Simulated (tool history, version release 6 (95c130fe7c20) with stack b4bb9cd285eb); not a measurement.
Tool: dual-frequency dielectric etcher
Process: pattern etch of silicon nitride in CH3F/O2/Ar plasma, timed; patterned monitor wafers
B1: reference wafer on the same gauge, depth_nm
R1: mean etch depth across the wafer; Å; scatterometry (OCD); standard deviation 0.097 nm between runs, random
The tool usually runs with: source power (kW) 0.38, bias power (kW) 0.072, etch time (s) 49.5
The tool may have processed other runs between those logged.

{"run": 1, "hour": 0.0, "source power (kW)": 0.38, "bias power (kW)": 0.072, "etch time (s)": 49.5, "B1": 32.3, "R1": 355}
{"run": 2, "hour": 32.8, "source power (kW)": 0.38, "bias power (kW)": 0.072, "etch time (s)": 49.5, "B1": 32.29, "R1": 351.9}
{"hour": 45.4, "done": "source power generator calibrated"}
{"hour": 61.9, "done": "gauge calibrated"}
{"run": 3, "hour": 85.2, "source power (kW)": 0.38, "bias power (kW)": 0.072, "etch time (s)": 49.5, "B1": 32.29, "R1": 358.9}
{"run": 4, "hour": 145.3, "source power (kW)": 0.38, "bias power (kW)": 0.072, "etch time (s)": 49.5, "B1": 32.31, "R1": 357.2}
{"run": 5, "hour": 180.2, "source power (kW)": 0.38, "bias power (kW)": 0.062, "etch time (s)": 49.5, "B1": 32.28, "R1": 342.1}
{"run": 6, "hour": 247.7, "source power (kW)": 0.38, "bias power (kW)": 0.062, "etch time (s)": 49.5, "B1": 32.3, "R1": 342.9}
{"run": 7, "hour": 274.3, "source power (kW)": 0.38, "bias power (kW)": 0.072, "etch time (s)": 49.5, "B1": 32.3, "R1": 356.4}
{"run": 8, "hour": 317.9, "source power (kW)": 0.38, "bias power (kW)": 0.072, "etch time (s)": 49.5, "B1": 32.29, "R1": 358.6}
{"hour": 404.8, "done": "wet clean of the chamber"}
{"run": 9, "hour": 433.6, "source power (kW)": 0.38, "bias power (kW)": 0.081, "etch time (s)": 49.5, "B1": 32.3, "R1": 370.5}
{"run": 10, "hour": 459.7, "source power (kW)": 0.45, "bias power (kW)": 0.063, "etch time (s)": 63.5, "B1": 32.3, "R1": 468.5}
{"run": 11, "hour": 528.3, "source power (kW)": 0.38, "bias power (kW)": 0.072, "etch time (s)": 49.5, "B1": 32.29, "R1": 358.4}
{"run": 12, "hour": 593.6, "source power (kW)": 0.38, "bias power (kW)": 0.072, "etch time (s)": 49.5, "B1": 32.31, "R1": 358.6}
{"run": 13, "hour": 623.3, "source power (kW)": 0.38, "bias power (kW)": 0.072, "etch time (s)": 53, "B1": 32.3, "R1": 382.7}
{"run": 14, "hour": 689.3, "source power (kW)": 0.38, "bias power (kW)": 0.072, "etch time (s)": 49.5, "B1": 32.3, "R1": 357.5}
{"run": 15, "hour": 727.1, "source power (kW)": 0.35, "bias power (kW)": 0.072, "etch time (s)": 34.5, "B1": 32.31, "R1": 241.9}
{"run": 16, "hour": 752.8, "source power (kW)": 0.38, "bias power (kW)": 0.088, "etch time (s)": 49.5, "B1": 32.3, "R1": 381.6}
{"hour": 783.7, "done": "bias power generator calibrated"}
{"run": 17, "hour": 797.8, "source power (kW)": 0.38, "bias power (kW)": 0.072, "etch time (s)": 49.5, "B1": 32.3, "R1": 358.7}
{"run": 18, "hour": 835.3, "source power (kW)": 0.38, "bias power (kW)": 0.067, "etch time (s)": 40, "B1": 32.29, "R1": 283}
{"run": 19, "hour": 888.2, "source power (kW)": 0.38, "bias power (kW)": 0.072, "etch time (s)": 49.5, "B1": 32.3, "R1": 357.5}
{"run": 20, "hour": 920.7, "source power (kW)": 0.41, "bias power (kW)": 0.057, "etch time (s)": 39.5, "B1": 32.3, "R1": 274.3}
{"hour": 1004.6, "done": "wet clean of the chamber"}
{"hour": 1119.0, "done": "upper electrode replaced"}
{"run": 21, "hour": 1119.5, "source power (kW)": 0.38, "bias power (kW)": 0.072, "etch time (s)": 49.5, "B1": 32.29, "R1": 357.6}
{"run": 22, "hour": 1168.3, "source power (kW)": 0.38, "bias power (kW)": 0.072, "etch time (s)": 36, "B1": 32.29, "R1": 259.7}
{"run": 23, "hour": 1236.4, "source power (kW)": 0.35, "bias power (kW)": 0.08, "etch time (s)": 49.5, "B1": 32.29, "R1": 359.4}
{"run": 24, "hour": 1282.4, "source power (kW)": 0.35, "bias power (kW)": 0.082, "etch time (s)": 49.5, "B1": 32.29, "R1": 361.6}
{"run": 25, "hour": 1316.4, "source power (kW)": 0.42, "bias power (kW)": 0.061, "etch time (s)": 55, "B1": 32.28, "R1": 392.8}
{"run": 26, "hour": 1387.2, "source power (kW)": 0.3, "bias power (kW)": 0.072, "etch time (s)": 49.5, "B1": 32.31, "R1": 329.1}
{"run": 27, "hour": 1429.4, "source power (kW)": 0.38, "bias power (kW)": 0.072, "etch time (s)": 60.5, "B1": 32.31, "R1": 438.4}
{"run": 28, "hour": 1460.1, "source power (kW)": 0.38, "bias power (kW)": 0.072, "etch time (s)": 58, "B1": 32.3, "R1": 416.5}
{"hour": 1506.9, "done": "wet clean of the chamber"}
{"run": 29, "hour": 1525.7, "source power (kW)": 0.38, "bias power (kW)": 0.085, "etch time (s)": 49.5, "B1": 32.29, "R1": 376}
{"run": 30, "hour": 1609.4, "source power (kW)": 0.38, "bias power (kW)": 0.079, "etch time (s)": 38, "B1": 32.3, "R1": 281.8}

Alternative continuations, all from the tool just after run 30; predict every row:
{"run": "A", "hour": 1609.8, "source power (kW)": 0.38, "bias power (kW)": 0.087, "etch time (s)": 49.5, "B1": "?", "R1": "?"}
{"run": "B", "hour": 1609.8, "source power (kW)": 0.45, "bias power (kW)": 0.072, "etch time (s)": 34.5, "B1": "?", "R1": "?"}
{"run": "C", "hour": 1609.8, "source power (kW)": 0.38, "bias power (kW)": 0.078, "etch time (s)": 63, "B1": "?", "R1": "?"}
{"run": "D", "hour": 1609.8, "source power (kW)": 0.34, "bias power (kW)": 0.056, "etch time (s)": 34.5, "B1": "?", "R1": "?"}

run=A B1=32.29 R1=379.5
run=B B1=32.29 R1=264.6
run=C B1=32.29 R1=466.2
run=D B1=32.29 R1=221.7
Without the tool's unlogged condition, the same runs would have read:
run=A R1=381
run=B R1=265.7
run=C R1=468.1
run=D R1=222.6

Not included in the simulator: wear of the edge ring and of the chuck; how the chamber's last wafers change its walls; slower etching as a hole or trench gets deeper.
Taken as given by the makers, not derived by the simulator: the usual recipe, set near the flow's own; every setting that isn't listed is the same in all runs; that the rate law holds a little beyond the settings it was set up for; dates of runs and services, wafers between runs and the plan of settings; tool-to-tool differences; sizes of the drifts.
